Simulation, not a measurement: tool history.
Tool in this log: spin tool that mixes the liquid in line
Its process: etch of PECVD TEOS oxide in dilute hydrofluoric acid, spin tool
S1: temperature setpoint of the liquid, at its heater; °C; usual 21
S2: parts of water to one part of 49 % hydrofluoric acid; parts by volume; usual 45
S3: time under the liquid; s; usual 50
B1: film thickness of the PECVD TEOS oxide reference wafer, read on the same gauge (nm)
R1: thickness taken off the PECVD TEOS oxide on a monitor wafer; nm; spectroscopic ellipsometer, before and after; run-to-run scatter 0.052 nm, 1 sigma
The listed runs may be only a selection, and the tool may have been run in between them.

run,day,S1,S2,S3,B1,R1
1,0,17.5,45,50,100,13.39
2,1.5,17.5,45,50,99.98,13.46
3,5.2,19.5,45,50,100,14.58
4,7.021,19.5,45,50,100,14.49
5,10.408,19.5,45,50,100.01,14.48
# day 11.117: gauge calibrated
6,14.158,21,45,50,99.98,15.44
7,16.421,21,45,50,100.02,15.43
8,18.096,21,60,50,100.01,11.39
9,21.333,21,60,50,99.99,11.36
10,23.629,21,60,50,100,11.35
# day 23.729: thermometer replaced
11,26.712,21,45,50,99.99,14.77
12,30.096,21,45,50,100,14.78
# day 32.329: hydrofluoric acid flow meter replaced
13,34.546,22.5,55,50,99.98,12.72
14,37.033,24,30,30,100.01,15.28
# day 37.879: thermometer replaced, repeated, since the last time left the tool worse
15,38.554,19.5,35,50,100.03,19.69
16,42.862,25,65,50,100.01,12.74
17,44.75,18.5,50,30,99.99,7.74
# day 47.242: gauge calibrated
18,48.554,21,65,35,99.96,7.56
19,52.288,21,30,50,99.98,24.23
20,54.75,19.5,45,50,100.01,14.97
21,57.617,21,35,50,100,20.79
22,60.938,23.5,35,30,99.99,13.74
23,63.212,21,45,50,100,15.8
24,64.758,21,45,65,100.01,20.62
25,69.133,24.5,55,75,100,22.19

5 ways to go on from here, each from the tool as it stands after run 25. What would each give?
A,69.15,21,65,50,?,?
B,69.15,21,45,35,?,?
C,69.15,22.5,45,50,?,?
D,69.15,17.5,35,25,?,?
E,69.15,21,45,70,?,?

run,B1,R1
A,100,10.75
B,100,11.13
C,100,16.94
D,100,8.89
E,100,22.26
With the hidden condition removed and each run's random variation left untouched, the same runs would have given:
run,R1
A,10.97
B,11.36
C,17.29
D,9.09
E,22.73
